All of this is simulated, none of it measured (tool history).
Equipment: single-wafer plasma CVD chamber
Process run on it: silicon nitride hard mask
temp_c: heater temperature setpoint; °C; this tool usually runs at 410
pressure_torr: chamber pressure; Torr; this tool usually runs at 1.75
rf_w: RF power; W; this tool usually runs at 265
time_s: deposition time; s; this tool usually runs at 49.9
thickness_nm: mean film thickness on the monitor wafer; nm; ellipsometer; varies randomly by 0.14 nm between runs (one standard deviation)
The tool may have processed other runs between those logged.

run,hour,temp_c,pressure_torr,rf_w,time_s,"read-back reference wafer on the same gauge, thickness_nm",thickness_nm
1,0,410,1.75,265,49.9,53.187,53.139
2,46.7,410,1.75,265,49.9,53.15,53.141
# hour 72.1: gauge calibrated
3,85.3,410,1.75,265,49.9,53.196,53.192
4,137.4,410,1.75,265,49.9,53.193,53.468
5,185.9,410,1.75,265,54.2,53.188,57.681
6,216.7,410,1.75,265,49.9,53.198,52.846
7,250.9,410,1.75,265,49.9,53.201,52.814
8,280.4,410,1.75,265,49.9,53.232,53.09
9,339.4,410,1.75,265,49.9,53.198,52.941
# hour 381.6: thermocouple changed; heater temperature recalibrated
10,410.9,410,1.75,265,49.9,53.199,52.924
11,464.5,410,1.75,265,49.9,53.158,52.984
12,529.9,410,1.4,300,44.5,53.175,47.086
13,574.6,410,1.75,265,49.9,53.234,52.656
14,608.2,410,1.75,265,49.9,53.27,52.662
# hour 646: showerhead replaced
15,647.8,410,2.05,265,49.9,53.235,54.949
# hour 673.6: gauge calibrated
# hour 680.2: RF generator calibrated
# hour 707.6: capacitance manometer re-zeroed and calibrated
16,708.1,401,2,250,53,53.21,56.029
17,765.1,410,1.75,265,49.9,53.192,52.454
18,809,423,2.02,265,41.4,53.148,45.243
19,844,410,1.48,305,40.8,53.178,44.241
20,893.9,405,2.16,300,52.8,53.15,63.574
21,953.1,417,1.87,305,54.3,53.182,63.433
22,1012.4,405,2.16,265,43.8,53.197,49.235
23,1041.5,414,1.75,265,49.9,53.151,52.973

Hidden state or all else? Some run-to-run changes of thickness_nm, split into what the settings, what came in and random variation would give without the hidden state, and what is left for the hidden state (with any gauge scatter that isn't in both results):
The hidden state here: wafer temperature above the value expected at the setpoint (K); delivered RF power above the setpoint (%); true pressure above the setpoint (%); gauge reads high (%).
Run 15 -> 16: temp_c 410 -> 401, pressure_torr 2.05 -> 2, rf_w 265 -> 250, time_s 49.9 -> 53, gauge calibrated, RF generator calibrated, capacitance manometer re-zeroed and calibrated. thickness_nm +1.08 nm: hidden state -0.205, all else +1.285.
Run 19 -> 20: temp_c 410 -> 405, pressure_torr 1.48 -> 2.16, rf_w 305 -> 300, time_s 40.8 -> 52.8. thickness_nm +19.333 nm: hidden state +0.14, all else +19.193.
Run 21 -> 22: temp_c 417 -> 405, pressure_torr 1.87 -> 2.16, rf_w 305 -> 265, time_s 54.3 -> 43.8. thickness_nm -14.198 nm: hidden state -0.121, all else -14.077.
